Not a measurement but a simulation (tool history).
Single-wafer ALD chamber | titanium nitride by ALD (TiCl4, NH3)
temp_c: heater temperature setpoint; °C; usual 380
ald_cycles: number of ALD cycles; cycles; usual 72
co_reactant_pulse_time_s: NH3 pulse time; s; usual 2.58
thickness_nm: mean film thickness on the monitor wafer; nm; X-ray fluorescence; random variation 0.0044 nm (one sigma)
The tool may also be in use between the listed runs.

run    hour  temp_c  ald_cycles  co_reactant_pulse_time_s  read-back reference wafer on the same gauge, thickness_nm  thickness_nm
  1     0.0     380          72                      2.58                                                      2.040         1.760
  2    51.2     380          72                      2.58                                                      2.041         1.759
  3   112.2     380          72                      2.58                                                      2.044         1.760
  4   180.5     380          72                      1.95                                                      2.046         1.747
  5   248.7     380          72                      2.58                                                      2.050         1.767
  6   288.7     380          72                      2.58                                                      2.052         1.769
  7   319.2     380          72                      2.58                                                      2.052         1.768
  8   366.3     380          72                      2.58                                                      2.052         1.769
  9   431.1     380          72                      2.58                                                      2.054         1.762
 10   483.4     380          72                      2.58                                                      2.059         1.776
 11   528.9     380          72                      2.58                                                      2.060         1.772
 12   565.2     380          72                      2.58                                                      2.062         1.784
 13   608.1     380          72                      2.58                                                      2.064         1.775
 14   646.1     380          72                      2.58                                                      2.064         1.784
 15   672.9     380          72                      2.58                                                      2.067         1.779
 16   730.2     380          72                      2.58                                                      2.068         1.775
 17   789.7     380          72                      2.58                                                      2.071         1.782
 18   828.8     380          72                      2.58                                                      2.071         1.792
 19   858.0     380          72                      2.24                                                      2.031         1.743
 20   896.0     380          63                      2.58                                                      2.033         1.526
 21   963.7     380          72                      2.58                                                      2.032         1.751
 22  1033.3     380          72                      2.58                                                      2.038         1.747
 23  1070.1     380          72                      2.58                                                      2.037         1.756
 24  1099.1     380          72                      3.08                                                      2.039         1.773
 25  1159.1     369          86                      2.98                                                      2.041         2.081
 26  1216.2     380          72                      2.58                                                      2.043         1.756
 27  1245.9     388          72                      1.69                                                      2.046         1.742
 28  1309.7     375          59                      2.58                                                      2.046         1.435
 29  1369.4     380          86                      2.92                                                      2.051         2.120
 30  1437.5     375          59                      2.58                                                      2.051         1.445
 31  1483.0     380          72                      2.89                                                      2.053         1.783
 32  1534.6     380          76                      2.18                                                      2.054         1.858
 33  1606.3     380          72                      2.58                                                      2.058         1.778
 34  1666.1     380          72                      2.58                                                      2.061         1.781
 35  1713.7     380          72                      2.58                                                      2.062         1.771
 36  1739.4     380          72                      2.97                                                      2.064         1.793
 37  1773.9     395          72                      2.58                                                      2.064         1.803
 38  1808.7     374          63                      2.58                                                      2.068         1.550
 39  1858.1     380          72                      2.58                                                      2.068         1.795

Taken out of this log: 3 entries between the listed runs. Where each belongs, and how the hidden state differs across it:
Between runs 14 and 15: showerhead replaced (hour 669.4)
  gauge reads high (%): 1.7 -> 1.75
  measured less the result without the state, thickness_nm: +0.030 -> +0.030 nm
Between runs 18 and 19: gauge calibrated (hour 843.0)
  gauge reads high (%): 2.06 -> -0.0376
  measured less the result without the state, thickness_nm: +0.036 -> -0.001 nm
Between runs 25 and 26: thermocouple changed; heater temperature recalibrated (hour 1176.0)
  gauge reads high (%): 0.547 -> 0.658
  measured less the result without the state, thickness_nm: +0.011 -> +0.012 nm
